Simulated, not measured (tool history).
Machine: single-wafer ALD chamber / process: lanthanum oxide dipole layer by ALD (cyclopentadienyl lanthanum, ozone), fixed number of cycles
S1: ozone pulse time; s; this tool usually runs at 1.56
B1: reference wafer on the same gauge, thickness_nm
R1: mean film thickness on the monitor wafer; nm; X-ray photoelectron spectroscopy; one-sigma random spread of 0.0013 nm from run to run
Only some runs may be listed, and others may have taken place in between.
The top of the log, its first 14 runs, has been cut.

At hour 333.3: gauge calibrated.
Run 15, hour 355.4: usual settings; B1 0.48. Result: R1 0.529 nm.
Run 16, hour 369: usual settings but S1 1.33 s; B1 0.48. Result: R1 0.505 nm.
Run 17, hour 386.7: usual settings; B1 0.48. Result: R1 0.53 nm.
Run 18, hour 405.8: usual settings but S1 1.31 s; B1 0.48. Result: R1 0.5 nm.
Run 19, hour 422.4: usual settings but S1 1.03 s; B1 0.48. Result: R1 0.432 nm.
Run 20, hour 447.6: usual settings but S1 1.03 s; B1 0.48. Result: R1 0.43 nm.
Run 21, hour 483.4: usual settings but S1 2.04 s; B1 0.48. Result: R1 0.55 nm.
At hour 492.8: showerhead replaced.
Run 22, hour 517.9: usual settings but S1 1.36 s; B1 0.48. Result: R1 0.503 nm.
Run 23, hour 553.4: usual settings but S1 1.86 s; B1 0.48. Result: R1 0.54 nm.
Run 24, hour 580.9: usual settings but S1 1.84 s; B1 0.48. Result: R1 0.542 nm.
Run 25, hour 596.5: usual settings but S1 1.85 s; B1 0.48. Result: R1 0.544 nm.
Run 26, hour 616.3: usual settings but S1 1.75 s; B1 0.48. Result: R1 0.535 nm.
Run 27, hour 646.1: usual settings but S1 1.95 s; B1 0.48. Result: R1 0.543 nm.
Run 28, hour 666.8: usual settings; B1 0.48. Result: R1 0.52 nm.
Run 29, hour 695.8: usual settings but S1 1.06 s; B1 0.48. Result: R1 0.427 nm.
Run 30, hour 724: usual settings but S1 1.81 s; B1 0.48. Result: R1 0.537 nm.
Run 31, hour 747.1: usual settings; B1 0.48. Result: R1 0.521 nm.
Run 32, hour 762.1: usual settings; B1 0.48. Result: R1 0.518 nm.
At hour 838.6: gauge calibrated.
Run 33, hour 840.5: usual settings but S1 1.21 s; B1 0.48. Result: R1 0.46 nm.

What if the next run were any one of these 5? Each begins from the tool's condition after run 33:
Run A, hour 840.9: usual settings; B1 ?. Result: R1 ?.
Run B, hour 840.9: usual settings but S1 2.06 s; B1 ?. Result: R1 ?.
Run C, hour 840.9: usual settings but S1 2.17 s; B1 ?. Result: R1 ?.
Run D, hour 840.9: usual settings but S1 1.39 s; B1 ?. Result: R1 ?.
Run E, hour 840.9: usual settings but S1 1.72 s; B1 ?. Result: R1 ?.

run    B1     R1
  A  0.48  0.518
  B  0.48  0.547
  C  0.48   0.55
  D  0.48  0.497
  E  0.48  0.531
Stripped of hidden state, with their random variation kept, the same runs would have yielded:
run     R1
  A  0.535
  B  0.553
  C  0.555
  D  0.519
  E  0.544
